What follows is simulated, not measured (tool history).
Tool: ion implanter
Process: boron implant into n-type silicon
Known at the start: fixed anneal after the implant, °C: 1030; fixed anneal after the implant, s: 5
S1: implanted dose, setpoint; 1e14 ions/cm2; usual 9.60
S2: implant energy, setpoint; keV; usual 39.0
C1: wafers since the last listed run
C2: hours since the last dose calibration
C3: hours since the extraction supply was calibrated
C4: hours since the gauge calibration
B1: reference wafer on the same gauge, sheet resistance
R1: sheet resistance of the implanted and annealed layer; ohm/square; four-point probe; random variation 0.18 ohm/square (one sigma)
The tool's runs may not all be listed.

run     day     S1    S2   C1     C2      C3     C4      B1      R1
  1   0.000   9.60  43.5    0  864.7  7082.6   91.6  132.01  116.26
  2   0.367   9.60  39.0   79  873.5  7091.4  100.4  131.96  116.85
  3   0.700   9.60  39.0   71  881.5  7099.4  108.4  132.03  116.95
  4   2.892   9.60  39.0  473  934.1  7152.0  161.0  132.03  116.56
  5   3.521   9.60  39.0  135  949.2  7167.1  176.1  132.03  116.48
  6   4.083   9.60  39.0  121  962.7  7180.6  189.6  132.00  116.54
  7   4.638   9.60  39.0  119  976.0  7193.9  202.9  132.08  116.68
  8   5.154   9.60  39.0  111  988.4  7206.3  215.3  132.00  116.34
  9   5.458   9.60  39.0   65  995.7  7213.6  222.6  132.06  116.16
      5.900  -- Faraday cup replaced and dose calibrated
 10   5.921   9.60  39.0   27    0.5  7224.7  233.7  132.00  120.56
 11   7.108   9.60  39.0  256   29.0  7253.2  262.2  132.01  120.78
 12   7.729   9.60  39.0  134   43.9  7268.1  277.1  132.02  120.45
      8.367  -- extraction supply calibrated
 13   8.388   8.51  39.0   70   59.7     0.5  292.9  132.02  133.10
 14   8.571   9.60  39.0   39   64.1     4.9  297.3  131.96  120.60
 15   9.321   9.60  39.0  161   82.1    22.9  315.3  132.00  120.62
 16   9.938   6.78  43.5  133   96.9    37.7  330.1  132.05  158.04
 17  10.358  10.36  43.0   90  107.0    47.8  340.2  132.03  112.83
 18  10.788  11.11  39.0   92  117.3    58.1  350.5  131.95  106.81
 19  11.350   8.31  39.0  121  130.8    71.6  364.0  132.03  135.13
 20  12.067   7.37  46.0  154  148.0    88.8  381.2  132.01  147.43
     12.717  -- gauge calibrated
 21  12.762   8.39  33.0  150  164.7   105.5    1.1  132.05  135.40
 22  13.062   9.60  25.5   64  171.9   112.7    8.3  131.97  123.01
 23  13.762   9.60  39.0  151  188.7   129.5   25.1  132.01  120.35
 24  14.142   8.58  45.5   81  197.8   138.6   34.2  131.99  130.50
 25  14.492  11.48  30.0   75  206.2   147.0   42.6  132.00  105.06
 26  14.975   9.60  39.0  104  217.8   158.6   54.2  131.98  119.87
 27  15.529  10.71  45.0  119  231.1   171.9   67.5  132.01  108.69
 28  16.067   8.88  51.5  116  244.0   184.8   80.4  131.96  125.31
 29  16.638   9.60  39.0  123  257.7   198.5   94.1  132.02  119.92

3 ways to go on from here, each from the tool as it stands after run 29. What would each give?
  A  16.654  9.60  39.0   3  258.1  198.9  94.5   ?   ?
  B  16.654  9.60  31.0   3  258.1  198.9  94.5   ?   ?
  C  16.654  7.51  44.5   3  258.1  198.9  94.5   ?   ?

run      B1      R1
  A  132.07  119.64
  B  132.07  121.12
  C  132.07  144.70
Without the tool's hidden state the same runs would have given:
run      R1
  A  120.52
  B  122.03
  C  145.75
